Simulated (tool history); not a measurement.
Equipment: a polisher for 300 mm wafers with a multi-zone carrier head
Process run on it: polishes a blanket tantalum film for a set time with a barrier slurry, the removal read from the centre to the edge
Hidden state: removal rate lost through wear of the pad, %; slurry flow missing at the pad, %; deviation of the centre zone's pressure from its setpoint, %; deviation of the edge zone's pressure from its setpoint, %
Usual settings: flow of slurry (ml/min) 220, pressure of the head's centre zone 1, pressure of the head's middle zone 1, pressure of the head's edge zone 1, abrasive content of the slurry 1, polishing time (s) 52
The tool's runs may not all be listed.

run,hour,flow of slurry (ml/min),pressure of the head's centre zone,pressure of the head's middle zone,pressure of the head's edge zone,abrasive content of the slurry,polishing time (s),wafers since the last listed run,wafers polished on this pad,hours since the slurry nozzle was cleaned,hours since the centre zone pressure was calibrated,hours since the edge zone pressure was calibrated,hours since the carrier head's membrane was replaced,"incoming thickness of the incoming film, nm",film removed at the wafer's centre (Å),film removed at mid-radius (Å),film removed at the wafer's edge (Å)
1,0,220,1,1,1,1,52,0,2493,131.3,273.3,148.7,1249.2,425.6,675,665,672
# hour 8.3: worn pad replaced by a new one
2,53,220,1,1,1,1,52,392,357,184.3,326.3,201.7,1302.2,432.4,670,662,674
# hour 59.9: carrier head's membrane replaced by a new one
3,268.6,220,1,1,1,1,52,1685,2042,399.9,541.9,417.3,208.7,420.8,656,636,651
4,326.6,220,1,1,1,1,52,464,2506,457.9,599.9,475.3,266.7,432,638,640,660
# hour 336.6: edge zone pressure recalibrated
5,375.4,250,1,1.06,1,1,52,374,2881,506.7,648.7,38.8,315.5,431.8,662,678,675
# hour 396.9: worn pad replaced by a new one
6,435.8,175,1,0.93,1,1.1,64,451,311,567.1,709.1,99.2,375.9,426.3,760,725,787
7,465,270,1.05,1,1,1,42,233,544,596.3,738.3,128.4,405.1,427.6,559,523,527
# hour 476.2: slurry nozzle cleaned
8,492.6,150,0.97,1,1.03,1,52,212,757,16.4,765.9,156,432.7,428.2,618,638,659
9,535,220,1,1.07,1.06,0.7,60,339,1096,58.8,808.3,198.4,475.1,433.2,740,747,765
# hour 580.6: centre zone pressure recalibrated
10,628.1,160,1,0.91,1,1,52,728,1825,151.9,47.5,291.5,568.2,428.7,630,601,660
11,671.9,250,1,1.06,1,1,52,350,2176,195.7,91.3,335.3,612,423,682,702,665
12,708.6,220,1,1.1,1,1.15,39,293,2469,232.4,128,372,648.7,430.6,511,534,515
# hour 748.8: edge zone pressure recalibrated
# hour 756.6: worn pad replaced by a new one
13,757.8,220,0.9,1.11,1,1.25,52,345,9,281.6,177.2,9,697.9,432,617,715,685
14,782.1,220,1.05,1.06,1,0.9,52,194,204,305.9,201.5,33.3,722.2,429.7,674,652,647
15,846.9,280,1,0.9,0.93,1.25,52,518,722,370.7,266.3,98.1,787,433.4,700,638,676
16,902.8,220,1,1,1,1,52,447,1169,426.6,322.2,154,842.9,436.9,638,639,649
17,938.7,240,1,0.91,1,1,52,287,1457,462.5,358.1,189.9,878.8,432.6,641,606,661
18,999.7,155,1,1,1,1,36,488,1945,523.5,419.1,250.9,939.8,432.8,399,407,422
19,1031.2,220,1,1,1,1,52,252,2197,555,450.6,282.4,971.3,436.3,622,628,648
20,1055.7,220,1,1,1,1,52,196,2393,579.5,475.1,306.9,995.8,435.3,621,620,643
# hour 1094.1: slurry nozzle cleaned
# hour 1102.7: worn pad replaced by a new one
21,1115.4,220,1,1,1,1,52,437,101,21.3,534.8,366.6,1055.5,425,683,667,687

What if the next run were any one of these 4? Each begins from the tool's condition after run 21:
A,1115.8,220,1,1,1,1,52,3,104,21.7,535.2,367,1055.9,428.6,?,?,?
B,1115.8,220,0.9,1,1,0.85,52,3,104,21.7,535.2,367,1055.9,428.6,?,?,?
C,1115.8,220,1,1,0.92,0.85,38,3,104,21.7,535.2,367,1055.9,428.6,?,?,?
D,1115.8,195,0.93,1,0.93,1,62,3,104,21.7,535.2,367,1055.9,428.6,?,?,?

run,film removed at the wafer's centre (Å),film removed at mid-radius (Å),film removed at the wafer's edge (Å)
A,677,670,668
B,596,653,651
C,482,477,457
D,741,788,762
The same runs, with their run-to-run variation unchanged, on a tool lacking any hidden condition would have given:
run,film removed at the wafer's centre (Å),film removed at mid-radius (Å),film removed at the wafer's edge (Å)
A,678,671,669
B,598,654,652
C,483,478,458
D,743,790,763
